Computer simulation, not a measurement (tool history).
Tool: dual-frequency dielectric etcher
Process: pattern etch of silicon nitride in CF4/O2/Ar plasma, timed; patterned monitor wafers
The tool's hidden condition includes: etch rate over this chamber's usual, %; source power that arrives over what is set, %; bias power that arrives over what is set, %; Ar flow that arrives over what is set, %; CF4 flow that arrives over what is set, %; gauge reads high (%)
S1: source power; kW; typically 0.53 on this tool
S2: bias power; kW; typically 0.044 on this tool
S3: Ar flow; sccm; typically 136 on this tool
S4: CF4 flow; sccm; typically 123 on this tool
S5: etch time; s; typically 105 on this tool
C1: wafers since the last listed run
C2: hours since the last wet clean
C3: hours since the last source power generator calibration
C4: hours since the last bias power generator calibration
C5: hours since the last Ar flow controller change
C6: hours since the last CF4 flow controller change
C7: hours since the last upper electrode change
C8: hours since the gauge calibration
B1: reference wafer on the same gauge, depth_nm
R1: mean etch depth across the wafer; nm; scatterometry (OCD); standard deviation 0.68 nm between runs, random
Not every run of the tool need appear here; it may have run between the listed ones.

run 1 hour=0 | S1=0.53 S2=0.044 S3=136 S4=123 S5=105 | C1=0 C2=344.1 C3=4299.6 C4=1472.7 C5=2380.5 C6=4818.5 C7=4171.4 C8=1006.9 | B1=154.7 | R1=195.9
run 2 hour=107 | S1=0.53 S2=0.036 S3=136 S4=123 S5=105 | C1=1081 C2=451.1 C3=4406.6 C4=1579.7 C5=2487.5 C6=4925.5 C7=4278.4 C8=1113.9 | B1=155.1 | R1=180.1
-- hour=166.2 source power generator calibrated
run 3 hour=166.7 | S1=0.53 S2=0.036 S3=136 S4=123 S5=105 | C1=563 C2=510.8 C3=0.5 C4=1639.4 C5=2547.2 C6=4985.2 C7=4338.1 C8=1173.6 | B1=154.8 | R1=175.4
-- hour=206.8 wet clean of the chamber
run 4 hour=225.6 | S1=0.43 S2=0.049 S3=155 S4=123 S5=105 | C1=352 C2=18.8 C3=59.4 C4=1698.3 C5=2606.1 C6=5044.1 C7=4397 C8=1232.5 | B1=154.9 | R1=177
run 5 hour=313.7 | S1=0.53 S2=0.054 S3=163 S4=123 S5=105 | C1=890 C2=106.9 C3=147.5 C4=1786.4 C5=2694.2 C6=5132.2 C7=4485.1 C8=1320.6 | B1=154.9 | R1=205.6
-- hour=352.2 CF4 flow controller replaced
-- hour=352.9 upper electrode replaced
run 6 hour=403.6 | S1=0.53 S2=0.044 S3=136 S4=123 S5=105 | C1=841 C2=196.8 C3=237.4 C4=1876.3 C5=2784.1 C6=51.4 C7=50.7 C8=1410.5 | B1=155 | R1=193.2
run 7 hour=477.3 | S1=0.53 S2=0.044 S3=136 S4=123 S5=105 | C1=745 C2=270.5 C3=311.1 C4=1950 C5=2857.8 C6=125.1 C7=124.4 C8=1484.2 | B1=154.9 | R1=191.9
-- hour=498.8 Ar flow controller replaced
-- hour=551.9 gauge calibrated
run 8 hour=561.5 | S1=0.64 S2=0.04 S3=136 S4=150 S5=128.5 | C1=790 C2=354.7 C3=395.3 C4=2034.2 C5=62.7 C6=209.3 C7=208.6 C8=9.6 | B1=154.8 | R1=258.6
run 9 hour=641 | S1=0.53 S2=0.05 S3=136 S4=123 S5=105 | C1=803 C2=434.2 C3=474.8 C4=2113.7 C5=142.2 C6=288.8 C7=288.1 C8=89.1 | B1=155.1 | R1=206.6
run 10 hour=678.2 | S1=0.53 S2=0.044 S3=136 S4=123 S5=105 | C1=376 C2=471.4 C3=512 C4=2150.9 C5=179.4 C6=326 C7=325.3 C8=126.3 | B1=155.2 | R1=193.3
-- hour=749.9 wet clean of the chamber
-- hour=781.7 bias power generator calibrated
run 11 hour=782.2 | S1=0.53 S2=0.044 S3=136 S4=136 S5=91 | C1=768 C2=32.3 C3=616 C4=0.5 C5=283.4 C6=430 C7=429.3 C8=230.3 | B1=155.1 | R1=169.1
run 12 hour=817.8 | S1=0.53 S2=0.044 S3=136 S4=123 S5=105 | C1=359 C2=67.9 C3=651.6 C4=36.1 C5=319 C6=465.6 C7=464.9 C8=265.9 | B1=155.1 | R1=194
run 13 hour=884.5 | S1=0.65 S2=0.044 S3=106 S4=96 S5=131 | C1=674 C2=134.6 C3=718.3 C4=102.8 C5=385.7 C6=532.3 C7=531.6 C8=332.6 | B1=154.9 | R1=274.1
run 14 hour=958.7 | S1=0.53 S2=0.044 S3=136 S4=123 S5=121 | C1=750 C2=208.8 C3=792.5 C4=177 C5=459.9 C6=606.5 C7=605.8 C8=406.8 | B1=155.2 | R1=222.2
run 15 hour=1035.9 | S1=0.53 S2=0.044 S3=136 S4=106 S5=105 | C1=780 C2=286 C3=869.7 C4=254.2 C5=537.1 C6=683.7 C7=683 C8=484 | B1=155 | R1=189
run 16 hour=1097.3 | S1=0.64 S2=0.044 S3=127 S4=96 S5=105 | C1=620 C2=347.4 C3=931.1 C4=315.6 C5=598.5 C6=745.1 C7=744.4 C8=545.4 | B1=155.1 | R1=210.4
run 17 hour=1164.3 | S1=0.61 S2=0.038 S3=157 S4=123 S5=105 | C1=677 C2=414.4 C3=998.1 C4=382.6 C5=665.5 C6=812.1 C7=811.4 C8=612.4 | B1=155.2 | R1=190.2
run 18 hour=1207.7 | S1=0.53 S2=0.039 S3=163 S4=93 S5=121 | C1=438 C2=457.8 C3=1041.5 C4=426 C5=708.9 C6=855.5 C7=854.8 C8=655.8 | B1=155.1 | R1=194.4
-- hour=1242.5 wet clean of the chamber
run 19 hour=1254.3 | S1=0.53 S2=0.041 S3=165 S4=123 S5=105 | C1=228 C2=11.8 C3=1088.1 C4=472.6 C5=755.5 C6=902.1 C7=901.4 C8=702.4 | B1=154.9 | R1=180.2
run 20 hour=1339.6 | S1=0.53 S2=0.044 S3=136 S4=123 S5=105 | C1=862 C2=97.1 C3=1173.4 C4=557.9 C5=840.8 C6=987.4 C7=986.7 C8=787.7 | B1=155 | R1=194
run 21 hour=1401 | S1=0.53 S2=0.044 S3=136 S4=123 S5=105 | C1=620 C2=158.5 C3=1234.8 C4=619.3 C5=902.2 C6=1048.8 C7=1048.1 C8=849.1 | B1=155 | R1=194.8

Forecast each of these 4 alternatives for the next run:
run A hour=1401.4 | S1=0.53 S2=0.039 S3=136 S4=123 S5=105 | C1=4 C2=158.9 C3=1235.2 C4=619.7 C5=902.6 C6=1049.2 C7=1048.5 C8=849.5 | B1=? | R1=?
run B hour=1401.4 | S1=0.49 S2=0.044 S3=107 S4=123 S5=130.5 | C1=4 C2=158.9 C3=1235.2 C4=619.7 C5=902.6 C6=1049.2 C7=1048.5 C8=849.5 | B1=? | R1=?
run C hour=1401.4 | S1=0.59 S2=0.049 S3=159 S4=123 S5=93 | C1=4 C2=158.9 C3=1235.2 C4=619.7 C5=902.6 C6=1049.2 C7=1048.5 C8=849.5 | B1=? | R1=?
run D hour=1401.4 | S1=0.53 S2=0.055 S3=136 S4=136 S5=105 | C1=4 C2=158.9 C3=1235.2 C4=619.7 C5=902.6 C6=1049.2 C7=1048.5 C8=849.5 | B1=? | R1=?

run=A B1=154.9 R1=183.3
run=B B1=154.9 R1=242.1
run=C B1=154.9 R1=186.1
run=D B1=154.9 R1=218
With no hidden state in the tool, these same runs would have given:
run=A R1=182
run=B R1=240.3
run=C R1=184.8
run=D R1=216.5
